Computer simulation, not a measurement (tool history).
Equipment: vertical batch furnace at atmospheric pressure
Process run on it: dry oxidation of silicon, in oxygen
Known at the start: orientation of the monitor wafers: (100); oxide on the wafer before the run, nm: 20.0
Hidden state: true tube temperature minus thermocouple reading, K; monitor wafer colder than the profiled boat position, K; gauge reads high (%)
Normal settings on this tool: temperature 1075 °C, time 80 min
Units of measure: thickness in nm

| run | hour | temperature | time | wafers since the last listed run | hours since the last temperature calibration | hours since the boat lift was adjusted | hours since the gauge calibration | read-back reference wafer on the same gauge, thickness | thickness |
|---|---|---|---|---|---|---|---|---|---|
| 1 | 0 | 1075 | 94.5 | 0 | 3436.8 | 2505.8 | 176.4 | 128.97 | 126.63 |
| 2 | 21 | 1075 | 94.5 | 208 | 3457.8 | 2526.8 | 197.4 | 128.99 | 126.49 |
|  | 69.3 | gauge calibrated |
| 3 | 86.9 | 1075 | 80 | 653 | 3523.7 | 2592.7 | 17.6 | 128.95 | 114.2 |
| 4 | 99.8 | 1075 | 80 | 127 | 3536.6 | 2605.6 | 30.5 | 129 | 114.27 |
| 5 | 119.9 | 1087 | 80 | 199 | 3556.7 | 2625.7 | 50.6 | 128.99 | 124.66 |
| 6 | 131.3 | 1087 | 80 | 113 | 3568.1 | 2637.1 | 62 | 129.03 | 124.56 |
| 7 | 141.2 | 1075 | 80 | 98 | 3578 | 2647 | 71.9 | 128.96 | 114.37 |
| 8 | 156 | 1075 | 80 | 146 | 3592.8 | 2661.8 | 86.7 | 128.98 | 114.49 |
| 9 | 173.4 | 1075 | 80 | 172 | 3610.2 | 2679.2 | 104.1 | 128.99 | 114.51 |
| 10 | 186.8 | 1075 | 80 | 132 | 3623.6 | 2692.6 | 117.5 | 129.01 | 114.32 |
| 11 | 198.8 | 1080 | 95.5 | 118 | 3635.6 | 2704.6 | 129.5 | 129.02 | 132.06 |
| 12 | 216.5 | 1080 | 95.5 | 175 | 3653.3 | 2722.3 | 147.2 | 129.02 | 132.17 |

Predict the results of run 13:
| 13 | 236.2 | 1085 | 101 | 195 | 3673 | 2742 | 166.9 | ? | ? |

read-back reference wafer on the same gauge, thickness: 128.97
thickness: 140.96 nm
Minus the tool's unlogged condition, the same run would have read thickness 140.96 nm.
